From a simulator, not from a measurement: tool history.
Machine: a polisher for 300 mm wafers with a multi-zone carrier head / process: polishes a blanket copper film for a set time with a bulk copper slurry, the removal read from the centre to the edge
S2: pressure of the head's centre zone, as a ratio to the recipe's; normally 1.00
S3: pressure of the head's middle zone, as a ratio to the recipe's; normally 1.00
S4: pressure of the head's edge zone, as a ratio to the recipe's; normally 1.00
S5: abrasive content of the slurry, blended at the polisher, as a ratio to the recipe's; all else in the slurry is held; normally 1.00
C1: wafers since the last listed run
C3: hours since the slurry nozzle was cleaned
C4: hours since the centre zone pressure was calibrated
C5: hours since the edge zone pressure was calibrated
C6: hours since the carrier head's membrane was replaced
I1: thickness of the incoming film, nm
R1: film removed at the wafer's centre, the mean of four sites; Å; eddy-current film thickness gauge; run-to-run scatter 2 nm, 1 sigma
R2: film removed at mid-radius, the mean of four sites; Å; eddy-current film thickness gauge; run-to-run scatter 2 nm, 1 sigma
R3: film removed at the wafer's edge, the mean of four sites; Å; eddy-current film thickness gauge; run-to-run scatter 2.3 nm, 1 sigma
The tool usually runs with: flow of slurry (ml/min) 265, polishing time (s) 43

Run 1, hour 0.0: usual settings; C1 0; wafers polished on this pad 1394; C3 179.9; C4 77.3; C5 16.7; C6 996.4; I1 3176.4. Result: R1 2510 Å, R2 2593 Å, R3 2529 Å.
Run 2, hour 29.5: usual settings; C1 324; wafers polished on this pad 1719; C3 209.4; C4 106.8; C5 46.2; C6 1025.9; I1 3220.5. Result: R1 2512 Å, R2 2626 Å, R3 2537 Å.
Run 3, hour 66.6: usual settings but S4 1.03, S5 0.70, polishing time (s) 55; C1 408; wafers polished on this pad 2127; C3 246.5; C4 143.9; C5 83.3; C6 1063.0; I1 3134.6. Result: R1 3074 Å, R2 3146 Å, R3 3085 Å.
Run 4, hour 111.6: usual settings; C1 494; wafers polished on this pad 2622; C3 291.5; C4 188.9; C5 128.3; C6 1108.0; I1 3179.8. Result: R1 2500 Å, R2 2574 Å, R3 2483 Å.
Run 5, hour 179.4: usual settings but polishing time (s) 39; C1 745; wafers polished on this pad 3368; C3 359.3; C4 256.7; C5 196.1; C6 1175.8; I1 3188.5. Result: R1 2263 Å, R2 2301 Å, R3 2293 Å.
Run 6, hour 231.1: usual settings but flow of slurry (ml/min) 220, S5 1.25, polishing time (s) 37; C1 568; wafers polished on this pad 3936; C3 411.0; C4 308.4; C5 247.8; C6 1227.5; I1 3160.0. Result: R1 2137 Å, R2 2208 Å, R3 2142 Å.
Run 7, hour 256.7: usual settings but polishing time (s) 34; C1 281; wafers polished on this pad 4218; C3 436.6; C4 334.0; C5 273.4; C6 1253.1; I1 3195.3. Result: R1 1925 Å, R2 1981 Å, R3 1979 Å.
At hour 296.5: worn pad replaced by a new one.
Run 8, hour 314.2: usual settings but S2 0.95; C1 588; wafers polished on this pad 194; C3 494.1; C4 391.5; C5 330.9; C6 1310.6; I1 3189.0. Result: R1 2415 Å, R2 2603 Å, R3 2558 Å.
At hour 379.1: slurry nozzle cleaned.
Run 9, hour 380.5: usual settings but S2 1.10, S4 1.09, polishing time (s) 48; C1 718; wafers polished on this pad 912; C3 1.4; C4 457.8; C5 397.2; C6 1376.9; I1 3201.6. Result: R1 3163 Å, R2 2884 Å, R3 2951 Å.
Run 10, hour 442.2: usual settings but flow of slurry (ml/min) 325; C1 678; wafers polished on this pad 1591; C3 63.1; C4 519.5; C5 458.9; C6 1438.6; I1 3162.7. Result: R1 2587 Å, R2 2641 Å, R3 2563 Å.
At hour 475.8: edge zone pressure recalibrated.
Run 11, hour 504.3: usual settings but S5 1.20, polishing time (s) 36; C1 661; wafers polished on this pad 2252; C3 125.2; C4 581.6; C5 28.5; C6 1500.7; I1 3120.6. Result: R1 2166 Å, R2 2207 Å, R3 2141 Å.
At hour 555.7: carrier head's membrane replaced by a new one.
Run 12, hour 556.2: usual settings but S4 0.96, S5 1.25, polishing time (s) 31; C1 515; wafers polished on this pad 2768; C3 177.1; C4 633.5; C5 80.4; C6 0.5; I1 3163.2. Result: R1 1855 Å, R2 1906 Å, R3 1833 Å.
At hour 590.5: centre zone pressure recalibrated.
Run 13, hour 611.6: usual settings but S3 1.06, polishing time (s) 48; C1 587; wafers polished on this pad 3355; C3 232.5; C4 21.1; C5 135.8; C6 55.9; I1 3211.6. Result: R1 2805 Å, R2 2962 Å, R3 2813 Å.
Run 14, hour 652.1: usual settings but S2 0.95, S3 0.93, polishing time (s) 33; C1 445; wafers polished on this pad 3800; C3 273.0; C4 61.6; C5 176.3; C6 96.4; I1 3126.4. Result: R1 1811 Å, R2 1831 Å, R3 1912 Å.
Run 15, hour 712.9: usual settings but flow of slurry (ml/min) 310, S4 0.88; C1 668; wafers polished on this pad 4469; C3 333.8; C4 122.4; C5 237.1; C6 157.2; I1 3140.4. Result: R1 2476 Å, R2 2529 Å, R3 2317 Å.
Run 16, hour 751.5: usual settings but S5 1.15, polishing time (s) 47; C1 424; wafers polished on this pad 4894; C3 372.4; C4 161.0; C5 275.7; C6 195.8; I1 3135.4. Result: R1 2702 Å, R2 2777 Å, R3 2671 Å.
At hour 792.2: worn pad replaced by a new one.
Run 17, hour 805.3: usual settings but flow of slurry (ml/min) 220, S2 1.10, S5 0.80, polishing time (s) 54; C1 547; wafers polished on this pad 143; C3 426.2; C4 214.8; C5 329.5; C6 249.6; I1 3223.0. Result: R1 3357 Å, R2 3127 Å, R3 3063 Å.
Run 18, hour 886.6: usual settings but flow of slurry (ml/min) 200, S3 0.92; C1 894; wafers polished on this pad 1038; C3 507.5; C4 296.1; C5 410.8; C6 330.9; I1 3195.7. Result: R1 2500 Å, R2 2325 Å, R3 2464 Å.
Run 19, hour 946.0: usual settings but S2 1.10, S4 1.09, S5 1.30, polishing time (s) 57; C1 653; wafers polished on this pad 1691; C3 566.9; C4 355.5; C5 470.2; C6 390.3; I1 3220.3. Result: R1 3833 Å, R2 3593 Å, R3 3606 Å.
At hour 965.4: slurry nozzle cleaned.
Run 20, hour 988.8: usual settings; C1 459; wafers polished on this pad 2151; C3 23.4; C4 398.3; C5 513.0; C6 433.1; I1 3215.8. Result: R1 2504 Å, R2 2575 Å, R3 2490 Å.
At hour 1003.9: edge zone pressure recalibrated.
Run 21, hour 1060.6: usual settings but S2 1.07, S4 0.95; C1 767; wafers polished on this pad 2918; C3 95.2; C4 470.1; C5 56.7; C6 504.9; I1 3189.2. Result: R1 2667 Å, R2 2545 Å, R3 2460 Å.

Predict each of these 4 candidate next runs independently; none follows another, all start after run 21:
Run A, hour 1061.0: usual settings but S5 1.30; C1 4; wafers polished on this pad 2923; C3 95.6; C4 470.5; C5 57.1; C6 505.3; I1 3162.7. Result: R1 ?, R2 ?, R3 ?.
Run B, hour 1061.0: usual settings but flow of slurry (ml/min) 360, S2 0.94, S4 0.94, polishing time (s) 47; C1 4; wafers polished on this pad 2923; C3 95.6; C4 470.5; C5 57.1; C6 505.3; I1 3162.7. Result: R1 ?, R2 ?, R3 ?.
Run C, hour 1061.0: usual settings but S3 0.91, S5 1.25, polishing time (s) 58; C1 4; wafers polished on this pad 2923; C3 95.6; C4 470.5; C5 57.1; C6 505.3; I1 3162.7. Result: R1 ?, R2 ?, R3 ?.
Run D, hour 1061.0: usual settings but flow of slurry (ml/min) 310, S3 0.90; C1 4; wafers polished on this pad 2923; C3 95.6; C4 470.5; C5 57.1; C6 505.3; I1 3162.7. Result: R1 ?, R2 ?, R3 ?.

run    R1    R2    R3
  A  2601  2650  2603
  B  2640  2856  2731
  C  3485  3283  3495
  D  2537  2365  2533
Stripped of hidden state, with their random variation kept, the same runs would have yielded:
run    R1    R2    R3
  A  2662  2712  2664
  B  2701  2923  2795
  C  3566  3360  3576
  D  2596  2420  2592

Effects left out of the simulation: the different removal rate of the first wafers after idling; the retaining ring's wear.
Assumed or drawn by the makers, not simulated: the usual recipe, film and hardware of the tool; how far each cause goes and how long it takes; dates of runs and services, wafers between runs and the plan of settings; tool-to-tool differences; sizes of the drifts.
